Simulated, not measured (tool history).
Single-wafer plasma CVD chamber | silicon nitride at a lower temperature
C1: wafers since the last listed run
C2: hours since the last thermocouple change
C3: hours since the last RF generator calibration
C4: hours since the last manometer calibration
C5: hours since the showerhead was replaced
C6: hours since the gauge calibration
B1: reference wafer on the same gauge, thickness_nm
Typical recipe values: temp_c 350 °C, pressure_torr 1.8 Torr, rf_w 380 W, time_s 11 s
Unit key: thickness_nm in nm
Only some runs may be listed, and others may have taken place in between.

run 1 day=0 | temp_c=345 pressure_torr=1.8 rf_w=380 time_s=10.2 | C1=0 C2=2272.3 C3=658.5 C4=252.8 C5=3409 C6=944.1 | B1=16.303 | thickness_nm=14.732
run 2 day=2.271 | temp_c=350 pressure_torr=1.9 rf_w=380 time_s=11 | C1=1245 C2=2326.8 C3=713 C4=307.3 C5=3463.5 C6=998.6 | B1=16.302 | thickness_nm=16.049
run 3 day=4.112 | temp_c=350 pressure_torr=1.9 rf_w=380 time_s=11 | C1=1010 C2=2371 C3=757.2 C4=351.5 C5=3507.7 C6=1042.8 | B1=16.296 | thickness_nm=15.988
run 4 day=6.596 | temp_c=350 pressure_torr=1.8 rf_w=380 time_s=11 | C1=1362 C2=2430.6 C3=816.8 C4=411.1 C5=3567.3 C6=1102.4 | B1=16.3 | thickness_nm=15.876
run 5 day=9.229 | temp_c=350 pressure_torr=1.8 rf_w=380 time_s=11 | C1=1444 C2=2493.8 C3=880 C4=474.3 C5=3630.5 C6=1165.6 | B1=16.302 | thickness_nm=15.862
run 6 day=10.233 | temp_c=350 pressure_torr=1.8 rf_w=380 time_s=11 | C1=550 C2=2517.9 C3=904.1 C4=498.4 C5=3654.6 C6=1189.7 | B1=16.297 | thickness_nm=15.831
run 7 day=11.508 | temp_c=350 pressure_torr=1.8 rf_w=380 time_s=11 | C1=699 C2=2548.5 C3=934.7 C4=529 C5=3685.2 C6=1220.3 | B1=16.299 | thickness_nm=15.864
run 8 day=14.129 | temp_c=350 pressure_torr=1.8 rf_w=380 time_s=11 | C1=1437 C2=2611.4 C3=997.6 C4=591.9 C5=3748.1 C6=1283.2 | B1=16.304 | thickness_nm=15.879
run 9 day=15.296 | temp_c=350 pressure_torr=1.8 rf_w=380 time_s=11 | C1=640 C2=2639.4 C3=1025.6 C4=619.9 C5=3776.1 C6=1311.2 | B1=16.308 | thickness_nm=15.799
-- day=16.971 gauge calibrated
run 10 day=16.975 | temp_c=350 pressure_torr=1.8 rf_w=380 time_s=11 | C1=921 C2=2679.7 C3=1065.9 C4=660.2 C5=3816.4 C6=0.1 | B1=16.299 | thickness_nm=15.863
-- day=17.625 RF generator calibrated
run 11 day=19.221 | temp_c=350 pressure_torr=1.8 rf_w=380 time_s=11 | C1=1049 C2=2733.6 C3=38.3 C4=714.1 C5=3870.3 C6=54 | B1=16.31 | thickness_nm=15.835
run 12 day=20.279 | temp_c=350 pressure_torr=1.8 rf_w=380 time_s=11 | C1=580 C2=2759 C3=63.7 C4=739.5 C5=3895.7 C6=79.4 | B1=16.301 | thickness_nm=15.809
run 13 day=22.942 | temp_c=350 pressure_torr=1.8 rf_w=380 time_s=11 | C1=1460 C2=2822.9 C3=127.6 C4=803.4 C5=3959.6 C6=143.3 | B1=16.298 | thickness_nm=15.865
-- day=23.762 thermocouple changed; heater temperature recalibrated
run 14 day=25.121 | temp_c=350 pressure_torr=1.8 rf_w=380 time_s=11 | C1=1012 C2=32.6 C3=179.9 C4=855.7 C5=4011.9 C6=195.6 | B1=16.303 | thickness_nm=15.751
run 15 day=27.938 | temp_c=340 pressure_torr=1.55 rf_w=380 time_s=11 | C1=1545 C2=100.2 C3=247.5 C4=923.3 C5=4079.5 C6=263.2 | B1=16.304 | thickness_nm=15.253
-- day=29.958 showerhead replaced
run 16 day=30.529 | temp_c=350 pressure_torr=1.8 rf_w=380 time_s=10.3 | C1=1238 C2=162.4 C3=309.7 C4=985.5 C5=13.7 C6=325.4 | B1=16.306 | thickness_nm=14.861
run 17 day=31.888 | temp_c=350 pressure_torr=1.8 rf_w=380 time_s=12.1 | C1=745 C2=195 C3=342.3 C4=1018.1 C5=46.3 C6=358 | B1=16.308 | thickness_nm=17.444
run 18 day=34.146 | temp_c=354 pressure_torr=1.8 rf_w=380 time_s=11 | C1=1238 C2=249.2 C3=396.5 C4=1072.3 C5=100.5 C6=412.2 | B1=16.308 | thickness_nm=15.844
run 19 day=36.492 | temp_c=350 pressure_torr=1.8 rf_w=380 time_s=11 | C1=1286 C2=305.5 C3=452.8 C4=1128.6 C5=156.8 C6=468.5 | B1=16.301 | thickness_nm=15.883
-- day=38.133 capacitance manometer re-zeroed and calibrated
run 20 day=38.888 | temp_c=350 pressure_torr=1.8 rf_w=380 time_s=11 | C1=1131 C2=363 C3=510.3 C4=18.1 C5=214.3 C6=526 | B1=16.304 | thickness_nm=15.845
run 21 day=40.067 | temp_c=350 pressure_torr=1.8 rf_w=380 time_s=11 | C1=646 C2=391.3 C3=538.6 C4=46.4 C5=242.6 C6=554.3 | B1=16.298 | thickness_nm=15.789
run 22 day=42.504 | temp_c=359 pressure_torr=2.22 rf_w=435 time_s=10 | C1=1337 C2=449.8 C3=597.1 C4=104.9 C5=301.1 C6=612.8 | B1=16.305 | thickness_nm=16.7
run 23 day=44.638 | temp_c=350 pressure_torr=1.8 rf_w=380 time_s=11 | C1=1170 C2=501 C3=648.3 C4=156.1 C5=352.3 C6=664 | B1=16.304 | thickness_nm=15.765
run 24 day=47.383 | temp_c=358 pressure_torr=1.8 rf_w=380 time_s=11 | C1=1506 C2=566.9 C3=714.2 C4=222 C5=418.2 C6=729.9 | B1=16.296 | thickness_nm=15.757
run 25 day=48.792 | temp_c=350 pressure_torr=1.8 rf_w=380 time_s=12.9 | C1=772 C2=600.7 C3=748 C4=255.8 C5=452 C6=763.7 | B1=16.299 | thickness_nm=18.628
run 26 day=50.108 | temp_c=350 pressure_torr=1.47 rf_w=380 time_s=11 | C1=722 C2=632.3 C3=779.6 C4=287.4 C5=483.6 C6=795.3 | B1=16.296 | thickness_nm=15.046
run 27 day=52.808 | temp_c=362 pressure_torr=1.8 rf_w=380 time_s=11 | C1=1481 C2=697.1 C3=844.4 C4=352.2 C5=548.4 C6=860.1 | B1=16.299 | thickness_nm=15.789
run 28 day=54.208 | temp_c=364 pressure_torr=2.04 rf_w=380 time_s=11 | C1=768 C2=730.7 C3=878 C4=385.8 C5=582 C6=893.7 | B1=16.306 | thickness_nm=16.265
run 29 day=56.688 | temp_c=335 pressure_torr=1.8 rf_w=450 time_s=10.2 | C1=1360 C2=790.2 C3=937.5 C4=445.3 C5=641.5 C6=953.2 | B1=16.305 | thickness_nm=16.797

Predict each of these 4 candidate next runs independently; none follows another, all start after run 29:
run A day=56.704 | temp_c=350 pressure_torr=1.8 rf_w=380 time_s=11 | C1=9 C2=790.6 C3=937.9 C4=445.7 C5=641.9 C6=953.6 | B1=? | thickness_nm=?
run B day=56.704 | temp_c=337 pressure_torr=1.8 rf_w=380 time_s=11 | C1=9 C2=790.6 C3=937.9 C4=445.7 C5=641.9 C6=953.6 | B1=? | thickness_nm=?
run C day=56.704 | temp_c=350 pressure_torr=1.58 rf_w=380 time_s=11 | C1=9 C2=790.6 C3=937.9 C4=445.7 C5=641.9 C6=953.6 | B1=? | thickness_nm=?
run D day=56.704 | temp_c=364 pressure_torr=1.97 rf_w=440 time_s=9.7 | C1=9 C2=790.6 C3=937.9 C4=445.7 C5=641.9 C6=953.6 | B1=? | thickness_nm=?

run=A B1=16.301 thickness_nm=15.823
run=B B1=16.301 thickness_nm=15.905
run=C B1=16.301 thickness_nm=15.302
run=D B1=16.301 thickness_nm=15.82
Stripped of hidden state, with their random variation kept, the same runs would have yielded:
run=A thickness_nm=15.823
run=B thickness_nm=15.905
run=C thickness_nm=15.302
run=D thickness_nm=15.82
